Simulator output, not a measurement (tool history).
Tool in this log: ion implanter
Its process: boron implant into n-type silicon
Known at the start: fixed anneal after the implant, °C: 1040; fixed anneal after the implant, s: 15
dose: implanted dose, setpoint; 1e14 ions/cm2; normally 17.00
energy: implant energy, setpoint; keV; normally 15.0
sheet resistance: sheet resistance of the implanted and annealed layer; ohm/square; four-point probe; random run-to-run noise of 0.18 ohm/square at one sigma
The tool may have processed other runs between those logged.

run   hour   dose  energy  read-back reference wafer on the same gauge, sheet resistance  sheet resistance
  1    0.0  18.93    15.0                                                          89.94             82.53
  2   27.5  17.00    18.0                                                          89.94             84.03
  3   48.6  18.82    15.0                                                          90.07             83.22
  4   74.0  17.00    15.0                                                          89.99             88.43
  5   94.6  17.00    15.0                                                          90.10             88.39
  6  123.5  17.00    15.0                                                          90.07             88.06
     133.8  -- Faraday cup replaced and dose calibrated
  7  135.9  13.22    19.0                                                          90.05             97.81
  8  157.5  17.00    15.0                                                          90.03             86.14
     168.7  -- extraction supply calibrated
  9  191.1  15.73    15.0                                                          89.88             90.08
 10  216.4  15.73    15.0                                                          89.96             90.26
 11  247.6  15.73    15.0                                                          90.04             90.24
 12  272.7  20.53    15.0                                                          89.96             77.74
 13  378.2  20.53    15.0                                                          89.92             77.88
 14  393.8  17.00    15.0                                                          90.03             86.36
 15  418.8  17.00    15.0                                                          89.94             85.94
 16  449.5  19.06    15.0                                                          90.01             81.06
     478.1  -- gauge calibrated
 17  508.0  22.08    15.0                                                          90.06             75.45
 18  544.4  17.00    15.0                                                          90.02             86.47
 19  560.2  17.00    15.0                                                          90.03             86.63
 20  575.0  19.79    20.0                                                          90.03             73.30
 21  594.6  21.52    19.5                                                          90.03             70.09
 22  626.4  19.80    15.0                                                          89.96             79.64
 23  656.4  20.89    20.0                                                          89.88             71.16
 24  681.5  17.00    20.0                                                          89.93             81.75
 25  698.0  17.00    15.0                                                          90.04             86.85
 26  723.3  15.73    15.0                                                          90.07             91.40
 27  752.9  17.00    15.0                                                          89.96             87.08
 28  773.6  17.00    12.0                                                          89.98             93.04
 29  787.2  21.14    12.5                                                          90.04             82.96
 30  815.7  19.48    19.0                                                          89.99             75.55
 31  832.8  17.00    15.0                                                          90.01             87.13
 32  864.5  18.59    10.0                                                          89.98             95.88
 33  895.1  18.60    11.5                                                          90.08             90.52
 34  909.6  17.00    15.0                                                          90.04             87.26
 35  922.5  18.61    15.0                                                          90.01             83.04
 36  950.3  13.41    12.0                                                          89.98            107.29
 37  978.9  18.43    17.5                                                          89.94             79.93

Below, each run's measurement less what the same run would have read without the hidden state. Both values contain the same run-to-run variation, but the gauge's scatter may not be the same in both:
What the log doesn't record here: deviation of the true dose from the Faraday cup's reading, %; deviation of the true energy from its setpoint, %; gauge reads high (%).
run  sheet resistance
  1             +1.58
  2             +2.03
  3             +1.68
  4             +2.01
  5             +2.05
  6             +2.10
  7             -0.29
  8             -0.15
  9             -0.10
 10             -0.05
 11             +0.01
 12             +0.04
 13             +0.19
 14             +0.29
 15             +0.33
 16             +0.33
 17             +0.33
 18             +0.57
 19             +0.60
 20             +0.57
 21             +0.52
 22             +0.57
 23             +0.65
 24             +0.92
 25             +0.86
 26             +1.03
 27             +0.97
 28             +0.91
 29             +0.66
 30             +0.98
 31             +1.12
 32             +0.80
 33             +0.93
 34             +1.27
 35             +1.14
 36             +1.76
 37             +1.34

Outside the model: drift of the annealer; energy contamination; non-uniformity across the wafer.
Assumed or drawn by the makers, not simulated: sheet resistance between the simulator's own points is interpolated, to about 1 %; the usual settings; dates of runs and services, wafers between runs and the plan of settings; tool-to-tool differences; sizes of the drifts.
